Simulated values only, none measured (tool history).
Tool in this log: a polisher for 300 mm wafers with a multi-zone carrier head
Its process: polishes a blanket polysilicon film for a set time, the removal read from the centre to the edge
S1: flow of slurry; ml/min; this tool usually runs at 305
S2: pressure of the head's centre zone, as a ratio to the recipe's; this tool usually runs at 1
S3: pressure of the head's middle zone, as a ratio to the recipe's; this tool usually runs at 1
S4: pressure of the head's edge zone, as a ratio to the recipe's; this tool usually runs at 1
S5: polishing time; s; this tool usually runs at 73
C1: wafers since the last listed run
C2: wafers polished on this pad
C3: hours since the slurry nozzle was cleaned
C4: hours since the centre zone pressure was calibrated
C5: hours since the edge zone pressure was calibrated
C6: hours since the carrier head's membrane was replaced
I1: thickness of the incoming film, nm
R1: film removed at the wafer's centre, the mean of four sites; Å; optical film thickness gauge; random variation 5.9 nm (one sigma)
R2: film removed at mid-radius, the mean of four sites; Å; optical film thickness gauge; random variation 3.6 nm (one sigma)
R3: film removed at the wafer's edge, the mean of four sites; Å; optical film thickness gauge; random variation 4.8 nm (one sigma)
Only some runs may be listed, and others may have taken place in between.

run 1 day=0 | S1=305 S2=1 S3=1 S4=1 S5=73 | C1=0 C2=838 C3=175 C4=797.4 C5=246.5 C6=1207.9 | I1=2117 | R1=4511 R2=4536 R3=4550
run 2 day=0.983 | S1=305 S2=1 S3=1 S4=1 S5=73 | C1=132 C2=970 C3=198.6 C4=821 C5=270.1 C6=1231.5 | I1=2080.4 | R1=4518 R2=4511 R3=4522
-- day=1.904 worn pad replaced by a new one
run 3 day=1.925 | S1=305 S2=1 S3=1 S4=1 S5=73 | C1=104 C2=2 C3=221.2 C4=843.6 C5=292.7 C6=1254.1 | I1=2101.7 | R1=4514 R2=4593 R3=4583
run 4 day=2.529 | S1=305 S2=1 S3=1 S4=1 S5=73 | C1=81 C2=84 C3=235.7 C4=858.1 C5=307.2 C6=1268.6 | I1=2065 | R1=4669 R2=4611 R3=4706
run 5 day=3.229 | S1=305 S2=1 S3=1 S4=1 S5=73 | C1=94 C2=178 C3=252.5 C4=874.9 C5=324 C6=1285.4 | I1=2089.5 | R1=4578 R2=4546 R3=4668
run 6 day=3.896 | S1=305 S2=1 S3=1 S4=1 S5=73 | C1=89 C2=268 C3=268.5 C4=890.9 C5=340 C6=1301.4 | I1=2113.4 | R1=4551 R2=4643 R3=4666
run 7 day=4.929 | S1=240 S2=1 S3=1 S4=1 S5=73 | C1=139 C2=407 C3=293.3 C4=915.7 C5=364.8 C6=1326.2 | I1=2124.2 | R1=4334 R2=4308 R3=4389
run 8 day=5.833 | S1=305 S2=1 S3=1 S4=1 S5=73 | C1=121 C2=529 C3=315 C4=937.4 C5=386.5 C6=1347.9 | I1=2078.4 | R1=4379 R2=4423 R3=4592
run 9 day=6.846 | S1=305 S2=1 S3=1 S4=1 S5=73 | C1=136 C2=665 C3=339.3 C4=961.7 C5=410.8 C6=1372.2 | I1=2112.6 | R1=4335 R2=4400 R3=4502
run 10 day=7.796 | S1=305 S2=1 S3=1 S4=1 S5=73 | C1=128 C2=793 C3=362.1 C4=984.5 C5=433.6 C6=1395 | I1=2060.4 | R1=4316 R2=4310 R3=4444
-- day=8.329 slurry nozzle cleaned
-- day=10.779 worn pad replaced by a new one
-- day=11.042 carrier head's membrane replaced by a new one
run 11 day=11.871 | S1=255 S2=1 S3=0.89 S4=1.04 S5=64 | C1=493 C2=118 C3=85 C4=1082.3 C5=531.4 C6=19.9 | I1=2088.4 | R1=4128 R2=3720 R3=4232
run 12 day=13.083 | S1=305 S2=1.05 S3=1 S4=1 S5=73 | C1=163 C2=282 C3=114.1 C4=1111.4 C5=560.5 C6=49 | I1=2071.3 | R1=4980 R2=4651 R3=4725
-- day=13.696 centre zone pressure recalibrated
-- day=15.192 edge zone pressure recalibrated
run 13 day=17.554 | S1=255 S2=1 S3=0.89 S4=1.04 S5=64 | C1=580 C2=862 C3=221.4 C4=92.6 C5=56.7 C6=156.3 | I1=2072.2 | R1=3842 R2=3462 R3=4025
run 14 day=18.554 | S1=380 S2=1 S3=1 S4=1 S5=93 | C1=134 C2=997 C3=245.4 C4=116.6 C5=80.7 C6=180.3 | I1=2068.2 | R1=5606 R2=5751 R3=5950
-- day=19.942 worn pad replaced by a new one
run 15 day=19.962 | S1=270 S2=1.06 S3=1 S4=1.04 S5=80 | C1=167 C2=2 C3=279.2 C4=150.4 C5=114.5 C6=214.1 | I1=2113.6 | R1=5185 R2=5006 R3=5131
run 16 day=20.583 | S1=225 S2=1.06 S3=1.03 S4=1 S5=73 | C1=83 C2=86 C3=294.1 C4=165.3 C5=129.4 C6=229 | I1=2092.9 | R1=4586 R2=4453 R3=4526
run 17 day=21.188 | S1=305 S2=0.93 S3=0.92 S4=1 S5=73 | C1=81 C2=168 C3=308.6 C4=179.8 C5=143.9 C6=243.5 | I1=2098.7 | R1=4227 R2=4205 R3=4603
run 18 day=21.971 | S1=305 S2=1.05 S3=1 S4=1 S5=73 | C1=105 C2=273 C3=327.4 C4=198.6 C5=162.7 C6=262.3 | I1=2046.8 | R1=4683 R2=4523 R3=4670
run 19 day=23.162 | S1=305 S2=1 S3=1 S4=1 S5=94 | C1=160 C2=434 C3=356 C4=227.2 C5=191.3 C6=290.9 | I1=2054.1 | R1=5719 R2=5735 R3=6005

Below are 4 alternative next runs, each starting from the tool's condition after run 19. Predict each:
run A day=23.179 | S1=305 S2=1 S3=1 S4=1 S5=86 | C1=2 C2=436 C3=356.4 C4=227.6 C5=191.7 C6=291.3 | I1=2107.1 | R1=? R2=? R3=?
run B day=23.179 | S1=225 S2=1.11 S3=1.03 S4=1 S5=54 | C1=2 C2=436 C3=356.4 C4=227.6 C5=191.7 C6=291.3 | I1=2107.1 | R1=? R2=? R3=?
run C day=23.179 | S1=305 S2=1 S3=1 S4=1 S5=85 | C1=2 C2=436 C3=356.4 C4=227.6 C5=191.7 C6=291.3 | I1=2107.1 | R1=? R2=? R3=?
run D day=23.179 | S1=335 S2=1 S3=1 S4=1 S5=82 | C1=2 C2=436 C3=356.4 C4=227.6 C5=191.7 C6=291.3 | I1=2107.1 | R1=? R2=? R3=?

run=A R1=5306 R2=5186 R3=5323
run=B R1=3484 R2=3157 R3=3214
run=C R1=5245 R2=5125 R3=5261
run=D R1=5139 R2=5014 R3=5128
Stripped of hidden state, with their random variation kept, the same runs would have yielded:
run=A R1=5807 R2=5632 R3=5683
run=B R1=3911 R2=3505 R3=3482
run=C R1=5740 R2=5567 R3=5617
run=D R1=5588 R2=5415 R3=5453

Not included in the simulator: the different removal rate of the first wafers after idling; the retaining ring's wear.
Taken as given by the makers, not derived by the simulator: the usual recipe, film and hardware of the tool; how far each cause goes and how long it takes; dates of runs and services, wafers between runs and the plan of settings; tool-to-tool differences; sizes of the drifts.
